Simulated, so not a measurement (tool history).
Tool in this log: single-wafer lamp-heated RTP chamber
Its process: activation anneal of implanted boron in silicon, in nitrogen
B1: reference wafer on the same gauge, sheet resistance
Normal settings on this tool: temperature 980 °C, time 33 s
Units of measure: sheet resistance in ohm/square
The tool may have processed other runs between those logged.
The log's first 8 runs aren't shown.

{"hour": 109.3, "done": "gauge calibrated"}
{"run": 9, "hour": 123.7, "temperature": 980, "time": 33, "B1": 316.56, "sheet resistance": 282.7}
{"hour": 152.3, "done": "reflector plate cleaned"}
{"run": 10, "hour": 176.2, "temperature": 980, "time": 33, "B1": 317.34, "sheet resistance": 275.13}
{"run": 11, "hour": 187.5, "temperature": 980, "time": 33, "B1": 317.55, "sheet resistance": 276.29}
{"run": 12, "hour": 194.2, "temperature": 980, "time": 26, "B1": 316.81, "sheet resistance": 275.96}
{"run": 13, "hour": 209.2, "temperature": 980, "time": 26, "B1": 316.73, "sheet resistance": 278.25}
{"hour": 255.7, "done": "pyrometer window cleaned and pyrometer calibrated"}
{"run": 14, "hour": 257.5, "temperature": 966, "time": 52, "B1": 317.46, "sheet resistance": 289.66}
{"run": 15, "hour": 273.1, "temperature": 980, "time": 33, "B1": 316.63, "sheet resistance": 280.65}
{"run": 16, "hour": 286.1, "temperature": 962, "time": 51, "B1": 317.29, "sheet resistance": 290.84}
{"run": 17, "hour": 296.5, "temperature": 1001, "time": 33, "B1": 316.88, "sheet resistance": 270.69}
{"run": 18, "hour": 309.5, "temperature": 980, "time": 33, "B1": 317.03, "sheet resistance": 277.87}
{"run": 19, "hour": 324.6, "temperature": 980, "time": 45, "B1": 316.77, "sheet resistance": 272.77}
{"run": 20, "hour": 341.1, "temperature": 980, "time": 33, "B1": 317.41, "sheet resistance": 275.99}
{"run": 21, "hour": 350.0, "temperature": 958, "time": 28, "B1": 317.43, "sheet resistance": 294.73}
{"run": 22, "hour": 358.9, "temperature": 980, "time": 33, "B1": 316.32, "sheet resistance": 276.19}
{"run": 23, "hour": 375.5, "temperature": 968, "time": 25, "B1": 316.71, "sheet resistance": 287.99}
{"run": 24, "hour": 385.6, "temperature": 980, "time": 33, "B1": 317.5, "sheet resistance": 275.34}
{"run": 25, "hour": 411.8, "temperature": 1009, "time": 23, "B1": 317.7, "sheet resistance": 268.35}
{"run": 26, "hour": 424.4, "temperature": 980, "time": 47, "B1": 317.65, "sheet resistance": 272.61}
{"run": 27, "hour": 434.3, "temperature": 972, "time": 50, "B1": 317.14, "sheet resistance": 276.34}
{"hour": 444.5, "done": "pyrometer window cleaned and pyrometer calibrated"}
{"run": 28, "hour": 447.7, "temperature": 997, "time": 44, "B1": 317.74, "sheet resistance": 269.31}
{"run": 29, "hour": 464.9, "temperature": 980, "time": 18, "B1": 316.89, "sheet resistance": 284.99}
{"run": 30, "hour": 477.3, "temperature": 980, "time": 33, "B1": 317.15, "sheet resistance": 278.24}
{"run": 31, "hour": 485.4, "temperature": 957, "time": 21, "B1": 316.67, "sheet resistance": 311.73}

The next listed run, before its measurement:
{"run": 32, "hour": 499.3, "temperature": 963, "time": 14, "B1": "?", "sheet resistance": "?"}

For run 32 the tool returned B1 317.54, sheet resistance 300.98 ohm/square.
With the hidden condition absent and the run-to-run variation left alone, this run would have shown sheet resistance 318.03 ohm/square.
